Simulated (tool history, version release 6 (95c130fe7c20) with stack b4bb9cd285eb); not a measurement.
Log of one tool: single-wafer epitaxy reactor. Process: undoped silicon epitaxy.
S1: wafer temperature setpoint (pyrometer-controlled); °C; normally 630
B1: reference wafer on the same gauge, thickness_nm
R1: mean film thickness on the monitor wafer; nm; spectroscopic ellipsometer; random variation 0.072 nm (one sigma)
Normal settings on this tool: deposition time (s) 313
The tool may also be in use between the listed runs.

Run 1, hour 0.0: usual settings but S1 623 °C, deposition time (s) 354; B1 36.947. Result: R1 34.752 nm.
Run 2, hour 35.0: usual settings but S1 623 °C, deposition time (s) 354; B1 37.033. Result: R1 34.854 nm.
Run 3, hour 64.4: usual settings; B1 37.138. Result: R1 36.293 nm.
Run 4, hour 80.1: usual settings; B1 37.159. Result: R1 36.348 nm.
At hour 101.8: gauge calibrated.
Run 5, hour 113.6: usual settings but deposition time (s) 298; B1 36.401. Result: R1 33.892 nm.
Run 6, hour 133.7: usual settings but deposition time (s) 298; B1 36.404. Result: R1 33.959 nm.
Run 7, hour 145.9: usual settings but deposition time (s) 298; B1 36.404. Result: R1 33.903 nm.
Run 8, hour 180.8: usual settings; B1 36.414. Result: R1 35.666 nm.
Run 9, hour 196.0: usual settings; B1 36.428. Result: R1 35.657 nm.
Run 10, hour 213.4: usual settings; B1 36.437. Result: R1 35.629 nm.
Run 11, hour 243.4: usual settings; B1 36.484. Result: R1 35.595 nm.
Run 12, hour 261.6: usual settings; B1 36.489. Result: R1 35.647 nm.
Run 13, hour 278.9: usual settings; B1 36.530. Result: R1 35.675 nm.
At hour 288.3: pyrometer calibrated.
Run 14, hour 297.9: usual settings; B1 36.551. Result: R1 35.698 nm.

Run 15 has not been measured yet. What should we expect?
Run 15, hour 320.9: usual settings but deposition time (s) 270; B1 ?. Result: R1 ?.

B1: 36.585
R1: 30.809 nm
Had the tool carried no hidden state, the very same run would have given R1 30.732 nm.

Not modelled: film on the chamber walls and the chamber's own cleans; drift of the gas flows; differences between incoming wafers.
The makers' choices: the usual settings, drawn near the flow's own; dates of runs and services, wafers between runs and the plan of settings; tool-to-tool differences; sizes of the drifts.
